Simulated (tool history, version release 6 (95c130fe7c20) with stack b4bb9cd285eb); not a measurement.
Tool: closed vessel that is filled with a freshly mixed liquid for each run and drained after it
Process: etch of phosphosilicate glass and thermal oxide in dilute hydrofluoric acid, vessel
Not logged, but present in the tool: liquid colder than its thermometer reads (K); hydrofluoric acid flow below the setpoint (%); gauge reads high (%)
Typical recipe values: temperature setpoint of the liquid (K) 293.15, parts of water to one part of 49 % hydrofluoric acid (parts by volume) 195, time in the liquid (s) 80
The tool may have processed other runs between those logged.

run     day  temperature setpoint of the liquid (K)  parts of water to one part of 49 % hydrofluoric acid (parts by volume)  time in the liquid (s)  wafers since the last listed run  hours since the thermometer was replaced  hours since the hydrofluoric acid flow meter was replaced  hours since the gauge calibration  read-back film thickness of the phosphosilicate glass reference wafer, read on the same gauge (nm)  read-back film thickness of the thermal oxide reference wafer, read on the same gauge (nm)  thickness taken off the phosphosilicate glass on a monitor wafer (Å)  thickness taken off the thermal oxide on a monitor wafer (Å)
  1       0                                  296.15                                                                     195                      80                                 0                                    2223.1                                                      530.2                              290.4                                                                                               70.76                                                                                     101.132                                                                 580.2                                                         14.88
  2   2.308                                  293.15                                                                     195                      80                              6341                                    2278.5                                                      585.6                              345.8                                                                                               70.93                                                                                     101.355                                                                 522.6                                                         13.16
  3   5.217                                  293.15                                                                     195                      80                              7989                                    2348.3                                                      655.4                              415.6                                                                                               71.14                                                                                     101.596                                                                 520.6                                                         12.71
  4   8.371                                  291.15                                                                     195                      80                              8665                                      2424                                                      731.1                              491.3                                                                                               71.33                                                                                     101.933                                                                 483.5                                                         12.88
  5  11.846                                  291.15                                                                     195                      80                              9546                                    2507.4                                                      814.5                              574.7                                                                                               71.58                                                                                     102.266                                                                 487.4                                                          12.9
  6  15.396                                  291.15                                                                     195                      80                              9752                                    2592.6                                                      899.7                              659.9                                                                                                71.8                                                                                     102.582                                                                 491.5                                                         12.48
     17.667  -- gauge calibrated
  7  17.825                                  293.15                                                                     195                      80                              6673                                    2650.9                                                        958                                3.8                                                                                               69.73                                                                                      99.692                                                                 507.5                                                         13.43
  8  19.446                                  293.15                                                                     195                      80                              4452                                    2689.8                                                      996.9                               42.7                                                                                               69.88                                                                                      99.825                                                                 511.5                                                         13.36
     22.383  -- thermometer replaced
  9  31.621                                  296.65                                                                     250                     115                             33332                                     221.7                                                     1289.1                              334.9                                                                                                70.7                                                                                     100.993                                                                 628.8                                                         16.06
 10  33.175                                  290.15                                                                     195                     100                              4269                                       259                                                     1326.4                              372.2                                                                                                70.8                                                                                     101.122                                                                 580.2                                                         13.87
 11   36.75                                  298.15                                                                     160                      30                              9821                                     344.8                                                     1412.2                                458                                                                                               71.04                                                                                     101.452                                                                 301.2                                                          7.95
 12  40.129                                  293.15                                                                     195                      80                              9283                                     425.9                                                     1493.3                              539.1                                                                                               71.22                                                                                       101.8                                                                 523.7                                                         13.29
     42.025  -- hydrofluoric acid flow meter replaced
 13  42.271                                  291.15                                                                     195                      80                              5769                                     477.3                                                        5.9                              590.5                                                                                               71.45                                                                                     102.011                                                                 489.3                                                         12.85
 14  46.462                                  297.65                                                                     130                     100                             11515                                     577.9                                                      106.5                              691.1                                                                                               71.72                                                                                     102.407                                                                  1256                                                          33.3
     46.583  -- gauge calibrated
 15  59.917                                  293.15                                                                     155                      80                             36961                                     900.8                                                      429.4                                320                                                                                               70.83                                                                                      101.13                                                                 677.6                                                         17.77

Run 16, settings as shown, results not yet in. Your forecast:
 16  62.475                                  297.15                                                                     145                      65                              7028                                     962.2                                                      490.8                              381.4                                                                                                   ?                                                                                           ?                                                                     ?                                                             ?

Run 16 measured read-back film thickness of the phosphosilicate glass reference wafer, read on the same gauge (nm) 70.95, read-back film thickness of the thermal oxide reference wafer, read on the same gauge (nm) 101.362, thickness taken off the phosphosilicate glass on a monitor wafer (Å) 706.4, thickness taken off the thermal oxide on a monitor wafer (Å) 17.54.
Without the tool's hidden state the same run would have given thickness taken off the phosphosilicate glass on a monitor wafer (Å) 696.8, thickness taken off the thermal oxide on a monitor wafer (Å) 17.3.
